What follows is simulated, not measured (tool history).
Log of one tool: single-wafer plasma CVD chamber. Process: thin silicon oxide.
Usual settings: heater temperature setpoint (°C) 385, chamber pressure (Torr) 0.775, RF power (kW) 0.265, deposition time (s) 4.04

| run | hour | heater temperature setpoint (°C) | chamber pressure (Torr) | RF power (kW) | deposition time (s) | wafers since the last listed run | hours since the last thermocouple change | hours since the last RF generator calibration | hours since the last manometer calibration | hours since the showerhead was replaced | hours since the gauge calibration | read-back reference wafer on the same gauge, thickness_nm | mean film thickness on the monitor wafer (angstrom) |
|---|---|---|---|---|---|---|---|---|---|---|---|---|---|
| 1 | 0.0 | 385 | 0.775 | 0.265 | 3.79 | 0 | 878.8 | 1459.0 | 2723.9 | 3600.2 | 54.6 | 6.240 | 70.25 |
| 2 | 9.7 | 385 | 0.775 | 0.265 | 3.79 | 230 | 888.5 | 1468.7 | 2733.6 | 3609.9 | 64.3 | 6.239 | 70.22 |
| 3 | 17.6 | 385 | 0.775 | 0.265 | 3.59 | 187 | 896.4 | 1476.6 | 2741.5 | 3617.8 | 72.2 | 6.240 | 66.60 |
| 4 | 35.2 | 385 | 0.775 | 0.265 | 3.59 | 418 | 914.0 | 1494.2 | 2759.1 | 3635.4 | 89.8 | 6.241 | 66.57 |
| 5 | 44.1 | 385 | 0.775 | 0.265 | 3.59 | 211 | 922.9 | 1503.1 | 2768.0 | 3644.3 | 98.7 | 6.240 | 66.38 |
| 6 | 60.1 | 385 | 0.775 | 0.265 | 4.04 | 380 | 938.9 | 1519.1 | 2784.0 | 3660.3 | 114.7 | 6.240 | 75.09 |
| 7 | 73.4 | 385 | 0.775 | 0.265 | 4.04 | 316 | 952.2 | 1532.4 | 2797.3 | 3673.6 | 128.0 | 6.239 | 75.18 |
| 8 | 87.7 | 385 | 0.775 | 0.265 | 4.04 | 339 | 966.5 | 1546.7 | 2811.6 | 3687.9 | 142.3 | 6.240 | 75.03 |
| 9 | 99.5 | 385 | 0.775 | 0.265 | 4.04 | 280 | 978.3 | 1558.5 | 2823.4 | 3699.7 | 154.1 | 6.240 | 75.36 |
|  | 110.3 | showerhead replaced |
| 10 | 110.8 | 385 | 0.775 | 0.265 | 4.04 | 78 | 989.6 | 1569.8 | 2834.7 | 0.5 | 165.4 | 6.239 | 74.89 |
| 11 | 117.6 | 385 | 0.608 | 0.245 | 4.04 | 161 | 996.4 | 1576.6 | 2841.5 | 7.3 | 172.2 | 6.239 | 57.71 |
|  | 128.5 | RF generator calibrated |
| 12 | 129.4 | 385 | 0.775 | 0.265 | 4.04 | 90 | 1008.2 | 0.9 | 2853.3 | 19.1 | 184.0 | 6.239 | 75.20 |
|  | 152.0 | capacitance manometer re-zeroed and calibrated |
| 13 | 152.5 | 385 | 0.775 | 0.265 | 4.51 | 358 | 1031.3 | 24.0 | 0.5 | 42.2 | 207.1 | 6.240 | 86.56 |
|  | 157.8 | gauge calibrated |
| 14 | 159.1 | 396 | 0.659 | 0.230 | 4.04 | 156 | 1037.9 | 30.6 | 7.1 | 48.8 | 1.3 | 6.239 | 63.29 |
|  | 175.6 | thermocouple changed; heater temperature recalibrated |
| 15 | 176.1 | 394 | 0.914 | 0.290 | 3.70 | 213 | 0.5 | 47.6 | 24.1 | 65.8 | 18.3 | 6.240 | 82.82 |
|  | 187.3 | capacitance manometer re-zeroed and calibrated, repeated, since the last time left the tool worse |
| 16 | 187.8 | 385 | 0.775 | 0.265 | 3.55 | 87 | 12.2 | 59.3 | 0.5 | 77.5 | 30.0 | 6.239 | 62.58 |
| 17 | 199.0 | 375 | 0.585 | 0.250 | 4.49 | 266 | 23.4 | 70.5 | 11.7 | 88.7 | 41.2 | 6.239 | 58.50 |
| 18 | 214.7 | 385 | 0.775 | 0.265 | 4.04 | 373 | 39.1 | 86.2 | 27.4 | 104.4 | 56.9 | 6.239 | 71.33 |
| 19 | 222.7 | 381 | 0.775 | 0.265 | 4.04 | 190 | 47.1 | 94.2 | 35.4 | 112.4 | 64.9 | 6.239 | 71.37 |
| 20 | 230.0 | 385 | 0.775 | 0.265 | 4.04 | 173 | 54.4 | 101.5 | 42.7 | 119.7 | 72.2 | 6.240 | 71.16 |
| 21 | 236.4 | 385 | 0.893 | 0.225 | 4.04 | 152 | 60.8 | 107.9 | 49.1 | 126.1 | 78.6 | 6.241 | 76.73 |

Hidden state at the last listed run before each entry between runs and at the first one after, where it differs:
Between runs 9 and 10: showerhead replaced (hour 110.3)
  true pressure above the setpoint (%): 6.34 -> 6.4
  measured less the result without the state, mean film thickness on the monitor wafer (angstrom): +4.23 -> +4.24
Between runs 11 and 12: RF generator calibrated (hour 128.5)
  true pressure above the setpoint (%): 6.43 -> 6.48
  measured less the result without the state, mean film thickness on the monitor wafer (angstrom): +3.70 -> +4.31
Between runs 12 and 13: capacitance manometer re-zeroed and calibrated (hour 152.0)
  true pressure above the setpoint (%): 6.48 -> 10.4
  measured less the result without the state, mean film thickness on the monitor wafer (angstrom): +4.31 -> +7.40
Between runs 13 and 14: gauge calibrated (hour 157.8)
  no hidden state differs between the two runs
  measured less the result without the state, mean film thickness on the monitor wafer (angstrom): +7.40 -> +6.16
Between runs 14 and 15: thermocouple changed; heater temperature recalibrated (hour 175.6)
  no hidden state differs between the two runs
  measured less the result without the state, mean film thickness on the monitor wafer (angstrom): +6.16 -> +6.14
Between runs 15 and 16: capacitance manometer re-zeroed and calibrated, repeated, since the last time left the tool worse (hour 187.3)
  true pressure above the setpoint (%): 10.4 -> 0.508
  measured less the result without the state, mean film thickness on the monitor wafer (angstrom): +6.14 -> +0.30

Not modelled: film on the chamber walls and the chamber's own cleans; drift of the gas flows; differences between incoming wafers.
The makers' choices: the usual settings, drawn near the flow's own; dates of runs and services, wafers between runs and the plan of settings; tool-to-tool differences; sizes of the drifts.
